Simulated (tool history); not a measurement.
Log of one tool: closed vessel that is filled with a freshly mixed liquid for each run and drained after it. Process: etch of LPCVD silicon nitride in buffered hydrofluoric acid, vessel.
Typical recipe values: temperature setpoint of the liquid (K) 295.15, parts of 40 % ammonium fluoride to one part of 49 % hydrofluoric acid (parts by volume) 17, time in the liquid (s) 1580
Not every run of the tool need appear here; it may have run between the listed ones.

| run | hour | temperature setpoint of the liquid (K) | parts of 40 % ammonium fluoride to one part of 49 % hydrofluoric acid (parts by volume) | time in the liquid (s) | wafers since the last listed run | hours since the thermometer was replaced | hours since the hydrofluoric acid flow meter was replaced | hours since the gauge calibration | read-back film thickness of the LPCVD silicon nitride reference wafer, read on the same gauge (nm) | thickness taken off the LPCVD silicon nitride on a monitor wafer (Å) |
|---|---|---|---|---|---|---|---|---|---|---|
| 1 | 0 | 299.15 | 17 | 1580 | 0 | 2026.6 | 1909.6 | 168.7 | 139.99 | 133.7 |
| 2 | 8.6 | 299.15 | 17 | 1580 | 501 | 2035.2 | 1918.2 | 177.3 | 139.99 | 136.3 |
| 3 | 16.8 | 295.15 | 17 | 1580 | 477 | 2043.4 | 1926.4 | 185.5 | 139.99 | 109.4 |
| 4 | 28.4 | 295.15 | 17 | 1580 | 675 | 2055 | 1938 | 197.1 | 140 | 108.2 |
| 5 | 41.6 | 295.15 | 17 | 1580 | 768 | 2068.2 | 1951.2 | 210.3 | 140.01 | 108.6 |
| 6 | 52.7 | 295.15 | 17 | 2125 | 646 | 2079.3 | 1962.3 | 221.4 | 139.99 | 144.4 |
| 7 | 65.4 | 295.15 | 17 | 1580 | 739 | 2092 | 1975 | 234.1 | 139.98 | 108.7 |
| 8 | 78.3 | 295.15 | 17 | 1580 | 751 | 2104.9 | 1987.9 | 247 | 139.98 | 108.7 |
|  | 91.3 | thermometer replaced |
| 9 | 93.4 | 295.15 | 17 | 1580 | 821 | 2.1 | 2003 | 262.1 | 140 | 108 |
| 10 | 102.7 | 295.15 | 17 | 1180 | 541 | 11.4 | 2012.3 | 271.4 | 140.01 | 80.8 |
|  | 109.8 | gauge calibrated |
| 11 | 110.5 | 295.15 | 17 | 1180 | 454 | 19.2 | 2020.1 | 0.7 | 140.04 | 80.8 |
| 12 | 122.1 | 295.15 | 17 | 1580 | 675 | 30.8 | 2031.7 | 12.3 | 139.99 | 108.4 |
| 13 | 130.1 | 295.15 | 17 | 1580 | 466 | 38.8 | 2039.7 | 20.3 | 140 | 107.9 |
| 14 | 141.4 | 293.15 | 22.5 | 1580 | 658 | 50.1 | 2051 | 31.6 | 139.99 | 78.9 |
| 15 | 152.9 | 295.15 | 14 | 1580 | 669 | 61.6 | 2062.5 | 43.1 | 140.01 | 131.5 |
| 16 | 162 | 295.15 | 13.5 | 1135 | 530 | 70.7 | 2071.6 | 52.2 | 140.01 | 98.3 |
| 17 | 174.4 | 295.15 | 20.5 | 1580 | 722 | 83.1 | 2084 | 64.6 | 140.01 | 94.2 |
| 18 | 188.7 | 295.15 | 17 | 1580 | 833 | 97.4 | 2098.3 | 78.9 | 140 | 107.4 |
| 19 | 195.7 | 295.15 | 11.5 | 1580 | 407 | 104.4 | 2105.3 | 85.9 | 139.98 | 157.1 |
| 20 | 213.6 | 295.15 | 17 | 795 | 1042 | 122.3 | 2123.2 | 103.8 | 140 | 53.9 |
| 21 | 230.9 | 296.65 | 10.5 | 2490 | 1007 | 139.6 | 2140.5 | 121.1 | 139.99 | 296.4 |
|  | 237.5 | hydrofluoric acid flow meter replaced |
| 22 | 240.2 | 295.15 | 24 | 1190 | 483 | 148.9 | 2.7 | 130.4 | 139.97 | 69.9 |
| 23 | 253.9 | 292.65 | 15 | 1955 | 798 | 162.6 | 16.4 | 144.1 | 140 | 148.2 |
| 24 | 280.6 | 295.15 | 13.5 | 2185 | 1555 | 189.3 | 43.1 | 170.8 | 140.02 | 209.5 |
| 25 | 288.5 | 298.65 | 22.5 | 1220 | 460 | 197.2 | 51 | 178.7 | 140.02 | 89.8 |
| 26 | 303.8 | 293.65 | 20 | 900 | 891 | 212.5 | 66.3 | 194 | 140.01 | 54.3 |
| 27 | 310.9 | 295.15 | 17 | 1580 | 413 | 219.6 | 73.4 | 201.1 | 140.04 | 121.4 |
| 28 | 328.2 | 295.15 | 17 | 1580 | 1007 | 236.9 | 90.7 | 218.4 | 140.01 | 121.5 |
| 29 | 345.7 | 292.65 | 17 | 2035 | 1019 | 254.4 | 108.2 | 235.9 | 140 | 136 |
| 30 | 355 | 295.15 | 17 | 910 | 541 | 263.7 | 117.5 | 245.2 | 140.01 | 69.6 |
| 31 | 365.6 | 295.15 | 23 | 1285 | 617 | 274.3 | 128.1 | 255.8 | 140.01 | 76.4 |
| 32 | 374.1 | 291.15 | 17 | 1580 | 495 | 282.8 | 136.6 | 264.3 | 140.03 | 96.8 |
| 33 | 387 | 293.65 | 13 | 2435 | 751 | 295.7 | 149.5 | 277.2 | 140.03 | 223.1 |

Take each entry between the runs: how does the hidden state at the last listed run before it differ from the hidden state at the first listed run after it?
After run 8, before run 9: thermometer replaced (hour 91.3)
  hydrofluoric acid flow below the setpoint (%): 11.9 -> 12
  the result without the hidden state subtracted from the measured one, thickness taken off the LPCVD silicon nitride on a monitor wafer (Å): -14.5 -> -14.5
After run 10, before run 11: gauge calibrated (hour 109.8)
  hydrofluoric acid flow below the setpoint (%): 12 -> 12.1
  the result without the hidden state subtracted from the measured one, thickness taken off the LPCVD silicon nitride on a monitor wafer (Å): -11 -> -11
After run 21, before run 22: hydrofluoric acid flow meter replaced (hour 237.5)
  hydrofluoric acid flow below the setpoint (%): 12.7 -> 0.867
  the result without the hidden state subtracted from the measured one, thickness taken off the LPCVD silicon nitride on a monitor wafer (Å): -42.1 -> -0.4
